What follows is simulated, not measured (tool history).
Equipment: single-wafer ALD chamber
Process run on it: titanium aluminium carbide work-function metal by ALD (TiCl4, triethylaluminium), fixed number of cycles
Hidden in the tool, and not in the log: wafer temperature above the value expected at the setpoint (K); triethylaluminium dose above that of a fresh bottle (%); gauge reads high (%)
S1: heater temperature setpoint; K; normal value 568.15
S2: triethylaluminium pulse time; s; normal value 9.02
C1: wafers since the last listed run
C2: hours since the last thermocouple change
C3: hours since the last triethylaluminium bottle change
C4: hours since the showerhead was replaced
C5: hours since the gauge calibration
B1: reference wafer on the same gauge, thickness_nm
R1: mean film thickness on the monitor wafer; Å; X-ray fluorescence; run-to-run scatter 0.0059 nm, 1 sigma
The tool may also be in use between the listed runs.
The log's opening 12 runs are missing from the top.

-- hour=507.0 showerhead replaced
run 13 hour=507.5 | S1=568.15 S2=9.02 | C1=144 C2=2666.3 C3=242.6 C4=0.5 C5=738.8 | B1=2.248 | R1=18.69
run 14 hour=553.6 | S1=568.15 S2=9.02 | C1=323 C2=2712.4 C3=288.7 C4=46.6 C5=784.9 | B1=2.253 | R1=18.77
-- hour=602.4 gauge calibrated
run 15 hour=749.7 | S1=579.15 S2=10.63 | C1=1375 C2=2908.5 C3=484.8 C4=242.7 C5=147.3 | B1=2.250 | R1=19.94
run 16 hour=787.8 | S1=582.15 S2=10.22 | C1=267 C2=2946.6 C3=522.9 C4=280.8 C5=185.4 | B1=2.252 | R1=19.95
-- hour=830.5 thermocouple changed; heater temperature recalibrated
run 17 hour=833.1 | S1=582.15 S2=5.55 | C1=261 C2=2.6 C3=568.2 C4=326.1 C5=230.7 | B1=2.249 | R1=17.59
run 18 hour=884.7 | S1=568.15 S2=7.82 | C1=362 C2=54.2 C3=619.8 C4=377.7 C5=282.3 | B1=2.251 | R1=18.45
run 19 hour=965.9 | S1=555.15 S2=6.85 | C1=569 C2=135.4 C3=701.0 C4=458.9 C5=363.5 | B1=2.250 | R1=16.70
run 20 hour=1007.0 | S1=579.15 S2=10.63 | C1=288 C2=176.5 C3=742.1 C4=500.0 C5=404.6 | B1=2.250 | R1=20.43
-- hour=1032.4 triethylaluminium bottle replaced
run 21 hour=1193.8 | S1=563.15 S2=11.12 | C1=1254 C2=363.3 C3=161.4 C4=686.8 C5=591.4 | B1=2.250 | R1=19.37
run 22 hour=1251.0 | S1=568.15 S2=9.02 | C1=401 C2=420.5 C3=218.6 C4=744.0 C5=648.6 | B1=2.251 | R1=19.30
run 23 hour=1278.4 | S1=568.15 S2=9.02 | C1=192 C2=447.9 C3=246.0 C4=771.4 C5=676.0 | B1=2.250 | R1=19.20
run 24 hour=1320.1 | S1=557.15 S2=11.00 | C1=292 C2=489.6 C3=287.7 C4=813.1 C5=717.7 | B1=2.249 | R1=18.80
run 25 hour=1349.7 | S1=568.15 S2=9.02 | C1=207 C2=519.2 C3=317.3 C4=842.7 C5=747.3 | B1=2.250 | R1=19.34
run 26 hour=1504.2 | S1=554.15 S2=7.82 | C1=1084 C2=673.7 C3=471.8 C4=997.2 C5=901.8 | B1=2.250 | R1=17.51
run 27 hour=1554.7 | S1=568.15 S2=11.25 | C1=354 C2=724.2 C3=522.3 C4=1047.7 C5=952.3 | B1=2.248 | R1=19.65
run 28 hour=1608.4 | S1=575.15 S2=9.02 | C1=376 C2=777.9 C3=576.0 C4=1101.4 C5=1006.0 | B1=2.250 | R1=19.63
run 29 hour=1633.1 | S1=555.15 S2=11.30 | C1=173 C2=802.6 C3=600.7 C4=1126.1 C5=1030.7 | B1=2.251 | R1=18.57
run 30 hour=1657.9 | S1=582.15 S2=9.02 | C1=174 C2=827.4 C3=625.5 C4=1150.9 C5=1055.5 | B1=2.252 | R1=20.27

Each row is a separate what-if for the run after 30, all from the same tool condition, not one after another. Results?
run A hour=1658.3 | S1=568.15 S2=11.03 | C1=2 C2=827.8 C3=625.9 C4=1151.3 C5=1055.9 | B1=? | R1=?
run B hour=1658.3 | S1=576.15 S2=6.36 | C1=2 C2=827.8 C3=625.9 C4=1151.3 C5=1055.9 | B1=? | R1=?
run C hour=1658.3 | S1=577.15 S2=9.96 | C1=2 C2=827.8 C3=625.9 C4=1151.3 C5=1055.9 | B1=? | R1=?
run D hour=1658.3 | S1=582.15 S2=11.24 | C1=2 C2=827.8 C3=625.9 C4=1151.3 C5=1055.9 | B1=? | R1=?
run E hour=1658.3 | S1=579.15 S2=11.83 | C1=2 C2=827.8 C3=625.9 C4=1151.3 C5=1055.9 | B1=? | R1=?

run=A B1=2.250 R1=19.48
run=B B1=2.250 R1=17.99
run=C B1=2.250 R1=19.97
run=D B1=2.250 R1=20.67
run=E B1=2.250 R1=20.52
What these runs would have given with no unlogged condition in the tool:
run=A R1=19.66
run=B R1=18.37
run=C R1=20.19
run=D R1=20.85
run=E R1=20.68
